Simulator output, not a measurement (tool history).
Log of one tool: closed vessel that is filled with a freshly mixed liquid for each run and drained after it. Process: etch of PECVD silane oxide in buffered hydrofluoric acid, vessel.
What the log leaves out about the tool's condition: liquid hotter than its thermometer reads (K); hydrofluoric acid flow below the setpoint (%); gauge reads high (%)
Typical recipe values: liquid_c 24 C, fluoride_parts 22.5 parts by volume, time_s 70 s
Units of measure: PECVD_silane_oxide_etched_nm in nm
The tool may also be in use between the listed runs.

run     day  liquid_c  fluoride_parts  time_s  wafers since the last listed run  hours since the thermometer was replaced  hours since the hydrofluoric acid flow meter was replaced  hours since the gauge calibration  read-back film thickness of the PECVD silane oxide reference wafer, read on the same gauge (nm)  PECVD_silane_oxide_etched_nm
  1       0        24            22.5      70                                 0                                     682.2                                                      637.3                               68.5                                                                                            50.02                         53.15
  2   0.604        24            22.5      70                              1708                                     696.7                                                      651.8                                 83                                                                                            49.99                         52.67
  3     1.3        24            22.5      70                              1967                                     713.4                                                      668.5                               99.7                                                                                            50.02                         52.07
  4     1.7        24            22.5      70                              1130                                       723                                                      678.1                              109.3                                                                                            50.02                         53.14
  5    2.35        24            22.5      70                              1837                                     738.6                                                      693.7                              124.9                                                                                               50                         53.05
  6   2.604        25            22.5      70                               718                                     744.7                                                      699.8                                131                                                                                            49.98                         56.88
  7    3.15        25            22.5      70                              1543                                     757.8                                                      712.9                              144.1                                                                                            50.04                         56.26
  8   4.225        24            22.5      70                              3039                                     783.6                                                      738.7                              169.9                                                                                            50.02                         53.86
      4.475  -- gauge calibrated
      4.583  -- thermometer replaced
  9   4.604        24            22.5      70                               954                                       0.5                                                      747.8                                3.1                                                                                            50.02                         46.94
      5.012  -- hydrofluoric acid flow meter replaced
 10   5.258        24            22.5      70                              1731                                      16.2                                                        5.9                               18.8                                                                                            49.97                         47.77
 11   5.758        24            22.5     105                              1413                                      28.2                                                       17.9                               30.8                                                                                            50.01                         72.44
 12   6.029        24              30      70                               765                                      34.7                                                       24.4                               37.3                                                                                            49.98                         38.21
 13   6.671        24            22.5      60                              1814                                      50.1                                                       39.8                               52.7                                                                                            49.97                         40.62
 14   7.008        22            19.5      70                               954                                      58.2                                                       47.9                               60.8                                                                                            49.99                          48.2
 15   7.442        24            17.5     105                              1225                                      68.6                                                       58.3                               71.2                                                                                            49.97                            89
 16   8.146      19.5            26.5     110                              1990                                      85.5                                                       75.2                               88.1                                                                                            50.02                         51.96
 17   8.546      22.5              27      90                              1130                                      95.1                                                       84.8                               97.7                                                                                            50.01                         49.45
 18   9.004        25            22.5      70                              1295                                     106.1                                                       95.8                              108.7                                                                                            49.99                         50.99
 19   9.512        24              29     110                              1437                                     118.3                                                        108                              120.9                                                                                            50.03                         63.35
 20  10.242        24            22.5      70                              2061                                     135.8                                                      125.5                              138.4                                                                                            49.97                          48.9
 21  10.762        24            19.5      45                              1472                                     148.3                                                        138                              150.9                                                                                            50.02                         34.17

A few steps of PECVD_silane_oxide_etched_nm between consecutive runs. Split each: what settings, incoming material and random variation would produce without the hidden state, and what is left over for the hidden state, along with gauge scatter present in only one of the two compared results (measured, and without hidden state):
Run 8 -> 9: gauge calibrated, thermometer replaced. PECVD_silane_oxide_etched_nm -6.92 nm: hidden state -6.67, all else -0.25.
Run 14 -> 15: liquid_c 22 -> 24, fluoride_parts 19.5 -> 17.5, time_s 70 -> 105. PECVD_silane_oxide_etched_nm +40.8 nm: hidden state +0.78, all else +40.02.
Run 15 -> 16: liquid_c 24 -> 19.5, fluoride_parts 17.5 -> 26.5, time_s 105 -> 110. PECVD_silane_oxide_etched_nm -37.04 nm: hidden state -0.46, all else -36.58.
